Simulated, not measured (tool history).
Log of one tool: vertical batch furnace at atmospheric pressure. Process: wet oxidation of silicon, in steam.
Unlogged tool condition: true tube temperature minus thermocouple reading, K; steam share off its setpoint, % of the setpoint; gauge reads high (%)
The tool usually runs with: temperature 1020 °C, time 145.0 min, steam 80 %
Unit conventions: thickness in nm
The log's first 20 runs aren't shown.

run   hour  temperature   time  steam  wafers since the last listed run  hours since the last temperature calibration  hours since the steam generator was serviced  hours since the gauge calibration  read-back reference wafer on the same gauge, thickness  thickness
     391.6  -- gauge calibrated
     408.5  -- thermocouples replaced and temperature profile calibrated
 21  409.0         1005  145.0     77                                56                                           0.5                                        2531.8                               17.4                                                  832.56     650.56
 22  424.1         1006  203.0     80                               142                                          15.6                                        2546.9                               32.5                                                  832.05     821.01
 23  444.9         1020  145.0     68                               196                                          36.4                                        2567.7                               53.3                                                  831.43     656.11
 24  468.3         1020  145.0     80                               221                                          59.8                                        2591.1                               76.7                                                  832.19     724.00
     512.9  -- steam generator serviced
 25  513.4         1038  102.0     69                               199                                         104.9                                           0.5                              121.8                                                  832.16     618.08
 26  519.5         1020  145.0     80                                57                                         111.0                                           6.6                              127.9                                                  832.77     761.18
 27  530.2         1020  145.0     69                               101                                         121.7                                          17.3                              138.6                                                  831.78     696.63
 28  554.6         1035   90.5     72                               231                                         146.1                                          41.7                              163.0                                                  831.70     580.64
 29  579.8         1020  145.0     80                               238                                         171.3                                          66.9                              188.2                                                  831.89     760.46
 30  598.7         1007  104.5     74                               178                                         190.2                                          85.8                              207.1                                                  831.87     546.67
 31  608.6         1035  200.0     69                                93                                         200.1                                          95.7                              217.0                                                  831.61     904.41
 32  626.9         1020  145.0     80                               173                                         218.4                                         114.0                              235.3                                                  831.86     756.88
 33  643.9         1020   73.5     80                               160                                         235.4                                         131.0                              252.3                                                  831.67     498.75
 34  669.2         1010  145.0     75                               239                                         260.7                                         156.3                              277.6                                                  831.73     689.76
 35  688.4         1037  145.0     70                               181                                         279.9                                         175.5                              296.8                                                  832.27     761.82
 36  702.7         1007  104.5     74                               135                                         294.2                                         189.8                              311.1                                                  831.81     548.25
 37  727.5         1020  145.0     80                               234                                         319.0                                         214.6                              335.9                                                  832.37     756.25
 38  750.0         1005  211.0     91                               213                                         341.5                                         237.1                              358.4                                                  831.96     947.98
 39  767.5         1020  102.5     80                               165                                         359.0                                         254.6                              375.9                                                  831.73     611.86

Consider 3 possible next runs. They are alternatives, not a sequence: every one starts from the tool as it was left by run 39. What does each give?
  A  773.6         1020  145.0     80                                57                                         365.1                                         260.7                              382.0                                                       ?          ?
  B  773.6         1020  196.5     72                                57                                         365.1                                         260.7                              382.0                                                       ?          ?
  C  773.6         1020   84.0     90                                57                                         365.1                                         260.7                              382.0                                                       ?          ?

run  read-back reference wafer on the same gauge, thickness  thickness
  A                                                  832.75     758.03
  B                                                  832.75     853.40
  C                                                  832.75     583.59
With no hidden state in the tool, these same runs would have given:
run  thickness
  A     767.73
  B     864.16
  C     591.30

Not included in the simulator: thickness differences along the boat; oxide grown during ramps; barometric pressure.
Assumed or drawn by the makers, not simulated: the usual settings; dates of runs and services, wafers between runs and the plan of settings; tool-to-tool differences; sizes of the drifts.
